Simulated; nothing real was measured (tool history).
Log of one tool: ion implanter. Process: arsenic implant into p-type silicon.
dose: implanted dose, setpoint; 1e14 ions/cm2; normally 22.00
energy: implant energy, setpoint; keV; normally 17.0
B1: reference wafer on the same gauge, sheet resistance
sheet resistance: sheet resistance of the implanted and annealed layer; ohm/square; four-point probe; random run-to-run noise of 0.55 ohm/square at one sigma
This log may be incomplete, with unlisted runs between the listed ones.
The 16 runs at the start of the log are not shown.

{"run": 17, "hour": 212.1, "dose": 24.89, "energy": 18.5, "B1": 104.27, "sheet resistance": 99.42}
{"run": 18, "hour": 218.7, "dose": 19.39, "energy": 11.5, "B1": 104.13, "sheet resistance": 113.51}
{"run": 19, "hour": 228.9, "dose": 27.49, "energy": 21.5, "B1": 103.97, "sheet resistance": 92.46}
{"run": 20, "hour": 246.3, "dose": 25.65, "energy": 12.5, "B1": 103.88, "sheet resistance": 107.71}
{"run": 21, "hour": 254.1, "dose": 22.0, "energy": 17.0, "B1": 103.9, "sheet resistance": 103.66}
{"run": 22, "hour": 268.3, "dose": 24.03, "energy": 20.5, "B1": 103.85, "sheet resistance": 96.82}
{"hour": 281.4, "done": "gauge calibrated"}
{"run": 23, "hour": 282.9, "dose": 27.83, "energy": 21.5, "B1": 104.01, "sheet resistance": 92.96}
{"run": 24, "hour": 298.8, "dose": 22.0, "energy": 19.5, "B1": 103.89, "sheet resistance": 99.94}
{"run": 25, "hour": 309.9, "dose": 18.81, "energy": 19.0, "B1": 104.26, "sheet resistance": 103.63}
{"run": 26, "hour": 317.1, "dose": 19.37, "energy": 17.0, "B1": 104.22, "sheet resistance": 105.92}
{"run": 27, "hour": 326.8, "dose": 20.32, "energy": 11.5, "B1": 103.96, "sheet resistance": 113.13}
{"run": 28, "hour": 333.5, "dose": 22.0, "energy": 17.0, "B1": 103.96, "sheet resistance": 103.7}
{"run": 29, "hour": 344.5, "dose": 22.0, "energy": 18.5, "B1": 104.06, "sheet resistance": 101.03}
{"run": 30, "hour": 353.0, "dose": 17.31, "energy": 20.5, "B1": 104.35, "sheet resistance": 104.28}
{"run": 31, "hour": 370.5, "dose": 27.99, "energy": 21.0, "B1": 104.12, "sheet resistance": 93.19}
{"run": 32, "hour": 377.5, "dose": 22.0, "energy": 14.0, "B1": 104.33, "sheet resistance": 107.83}
{"run": 33, "hour": 387.9, "dose": 22.0, "energy": 17.0, "B1": 104.08, "sheet resistance": 103.41}

Branching from run 33: 5 alternative next runs. What would each branch give?
{"run": "A", "hour": 388.3, "dose": 18.61, "energy": 17.0, "B1": "?", "sheet resistance": "?"}
{"run": "B", "hour": 388.3, "dose": 27.52, "energy": 20.5, "B1": "?", "sheet resistance": "?"}
{"run": "C", "hour": 388.3, "dose": 17.02, "energy": 11.5, "B1": "?", "sheet resistance": "?"}
{"run": "D", "hour": 388.3, "dose": 24.89, "energy": 22.0, "B1": "?", "sheet resistance": "?"}
{"run": "E", "hour": 388.3, "dose": 25.27, "energy": 12.5, "B1": "?", "sheet resistance": "?"}

run=A B1=104.02 sheet_resistance=106.66
run=B B1=104.02 sheet_resistance=94.22
run=C B1=104.02 sheet_resistance=117.34
run=D B1=104.02 sheet_resistance=93.63
run=E B1=104.02 sheet_resistance=107.59
Without the tool's hidden state the same runs would have given:
run=A sheet_resistance=106.66
run=B sheet_resistance=94.22
run=C sheet_resistance=117.34
run=D sheet_resistance=93.63
run=E sheet_resistance=107.59
